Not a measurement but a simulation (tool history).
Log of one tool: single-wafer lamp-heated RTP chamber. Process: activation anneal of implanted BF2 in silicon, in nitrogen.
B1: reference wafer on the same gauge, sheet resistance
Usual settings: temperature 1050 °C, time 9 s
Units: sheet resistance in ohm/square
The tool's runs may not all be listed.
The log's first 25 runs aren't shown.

Run 26, hour 636.3: usual settings; B1 283.98. Result: sheet resistance 231.49 ohm/square.
Run 27, hour 667.1: usual settings but temperature 1041 °C, time 13 s; B1 284.19. Result: sheet resistance 229.87 ohm/square.
Run 28, hour 701.0: usual settings but temperature 1076 °C, time 4 s; B1 284.01. Result: sheet resistance 229.88 ohm/square.
Run 29, hour 717.1: usual settings but temperature 1071 °C; B1 284.06. Result: sheet resistance 209.49 ohm/square.
At hour 747.3: pyrometer window cleaned and pyrometer calibrated.
Run 30, hour 748.7: usual settings but temperature 1062 °C, time 12 s; B1 283.74. Result: sheet resistance 211.71 ohm/square.
Run 31, hour 779.6: usual settings but temperature 1070 °C, time 6 s; B1 284.15. Result: sheet resistance 227.63 ohm/square.
Run 32, hour 801.3: usual settings but temperature 1022 °C, time 14 s; B1 283.94. Result: sheet resistance 260.62 ohm/square.
Run 33, hour 821.4: usual settings but temperature 1037 °C, time 6 s; B1 283.60. Result: sheet resistance 275.94 ohm/square.
Run 34, hour 844.0: usual settings; B1 283.78. Result: sheet resistance 233.35 ohm/square.
Run 35, hour 859.3: usual settings but temperature 1024 °C; B1 284.01. Result: sheet resistance 278.51 ohm/square.
Run 36, hour 878.6: usual settings but temperature 1026 °C; B1 283.96. Result: sheet resistance 273.69 ohm/square.
At hour 902.1: reflector plate cleaned.
Run 37, hour 902.6: usual settings; B1 284.18. Result: sheet resistance 233.03 ohm/square.
Run 38, hour 927.1: usual settings but temperature 1058 °C, time 11 s; B1 284.15. Result: sheet resistance 215.25 ohm/square.

Forecast each of these 3 alternatives for the next run:
Run A, hour 927.5: usual settings; B1 ?. Result: sheet resistance ?.
Run B, hour 927.5: usual settings but temperature 1076 °C; B1 ?. Result: sheet resistance ?.
Run C, hour 927.5: usual settings but temperature 1068 °C, time 4 s; B1 ?. Result: sheet resistance ?.

run      B1  sheet resistance
  A  284.06            232.95
  B  284.06            205.08
  C  284.06            242.96
Without the tool's hidden state the same runs would have given:
run  sheet resistance
  A            236.53
  B            207.51
  C            247.12
